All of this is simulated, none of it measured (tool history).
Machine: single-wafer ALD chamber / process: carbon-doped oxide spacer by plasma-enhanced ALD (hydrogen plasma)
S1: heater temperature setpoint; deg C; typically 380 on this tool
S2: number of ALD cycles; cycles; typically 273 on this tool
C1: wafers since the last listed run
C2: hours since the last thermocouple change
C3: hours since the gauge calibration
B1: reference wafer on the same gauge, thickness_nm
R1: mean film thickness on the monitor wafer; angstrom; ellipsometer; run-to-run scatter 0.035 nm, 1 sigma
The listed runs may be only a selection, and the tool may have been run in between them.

| run | hour | S1 | S2 | C1 | C2 | C3 | B1 | R1 |
|---|---|---|---|---|---|---|---|---|
| 1 | 0.0 | 380 | 273 | 0 | 1227.3 | 100.6 | 15.766 | 138.21 |
| 2 | 18.6 | 373 | 273 | 20 | 1245.9 | 119.2 | 15.759 | 138.33 |
| 3 | 32.9 | 373 | 273 | 16 | 1260.2 | 133.5 | 15.744 | 138.51 |
| 4 | 68.8 | 373 | 273 | 40 | 1296.1 | 169.4 | 15.729 | 137.82 |
| 5 | 84.3 | 368 | 260 | 17 | 1311.6 | 184.9 | 15.722 | 131.85 |
| 6 | 117.0 | 368 | 260 | 36 | 1344.3 | 217.6 | 15.699 | 131.29 |
| 7 | 147.0 | 380 | 273 | 33 | 1374.3 | 247.6 | 15.692 | 138.05 |
| 8 | 175.2 | 391 | 273 | 31 | 1402.5 | 275.8 | 15.665 | 137.65 |
| 9 | 189.1 | 391 | 273 | 15 | 1416.4 | 289.7 | 15.665 | 138.48 |
| 10 | 293.8 | 380 | 273 | 117 | 1521.1 | 394.4 | 15.599 | 137.35 |
| 11 | 318.2 | 380 | 273 | 27 | 1545.5 | 418.8 | 15.594 | 137.23 |
| 12 | 345.2 | 380 | 273 | 30 | 1572.5 | 445.8 | 15.576 | 136.58 |
| 13 | 358.9 | 380 | 273 | 15 | 1586.2 | 459.5 | 15.570 | 137.32 |
| 14 | 373.7 | 380 | 273 | 16 | 1601.0 | 474.3 | 15.558 | 136.85 |
|  | 398.2 | gauge calibrated |
| 15 | 402.4 | 380 | 273 | 32 | 1629.7 | 4.2 | 15.821 | 138.94 |
|  | 437.1 | thermocouple changed; heater temperature recalibrated |
| 16 | 437.6 | 380 | 273 | 30 | 0.5 | 39.4 | 15.798 | 138.82 |
| 17 | 481.5 | 380 | 273 | 49 | 44.4 | 83.3 | 15.776 | 138.78 |
| 18 | 508.5 | 368 | 260 | 30 | 71.4 | 110.3 | 15.759 | 132.20 |
| 19 | 537.7 | 373 | 231 | 32 | 100.6 | 139.5 | 15.737 | 117.23 |
| 20 | 555.3 | 380 | 273 | 19 | 118.2 | 157.1 | 15.734 | 138.21 |
| 21 | 591.1 | 371 | 273 | 40 | 154.0 | 192.9 | 15.713 | 137.77 |
| 22 | 622.9 | 380 | 273 | 35 | 185.8 | 224.7 | 15.692 | 138.12 |
| 23 | 635.3 | 372 | 307 | 13 | 198.2 | 237.1 | 15.692 | 154.69 |
| 24 | 654.0 | 388 | 316 | 21 | 216.9 | 255.8 | 15.681 | 159.72 |
| 25 | 671.7 | 380 | 318 | 19 | 234.6 | 273.5 | 15.662 | 160.81 |
| 26 | 770.0 | 380 | 297 | 110 | 332.9 | 371.8 | 15.615 | 149.40 |
| 27 | 788.5 | 392 | 298 | 20 | 351.4 | 390.3 | 15.599 | 149.98 |
|  | 847.3 | gauge calibrated |
| 28 | 852.9 | 380 | 273 | 72 | 415.8 | 5.6 | 15.837 | 139.65 |
| 29 | 865.0 | 373 | 301 | 13 | 427.9 | 17.7 | 15.828 | 153.73 |
| 30 | 897.2 | 380 | 312 | 36 | 460.1 | 49.9 | 15.806 | 159.54 |
| 31 | 931.6 | 380 | 273 | 38 | 494.5 | 84.3 | 15.796 | 138.30 |
| 32 | 949.7 | 380 | 226 | 20 | 512.6 | 102.4 | 15.787 | 115.39 |
| 33 | 975.2 | 392 | 273 | 28 | 538.1 | 127.9 | 15.767 | 138.83 |
| 34 | 1003.0 | 368 | 260 | 31 | 565.9 | 155.7 | 15.751 | 131.52 |

Below are 4 alternative next runs, each starting from the tool's condition after run 34. Predict each:
| A | 1003.8 | 380 | 230 | 0 | 566.7 | 156.5 | ? | ? |
| B | 1003.8 | 372 | 259 | 0 | 566.7 | 156.5 | ? | ? |
| C | 1003.8 | 376 | 287 | 0 | 566.7 | 156.5 | ? | ? |
| D | 1003.8 | 369 | 295 | 0 | 566.7 | 156.5 | ? | ? |

| run | B1 | R1 |
|---|---|---|
| A | 15.756 | 117.03 |
| B | 15.756 | 131.78 |
| C | 15.756 | 146.03 |
| D | 15.756 | 150.10 |
Without the tool's unlogged condition, the same runs would have read:
| run | R1 |
|---|---|
| A | 117.36 |
| B | 132.16 |
| C | 146.45 |
| D | 150.53 |
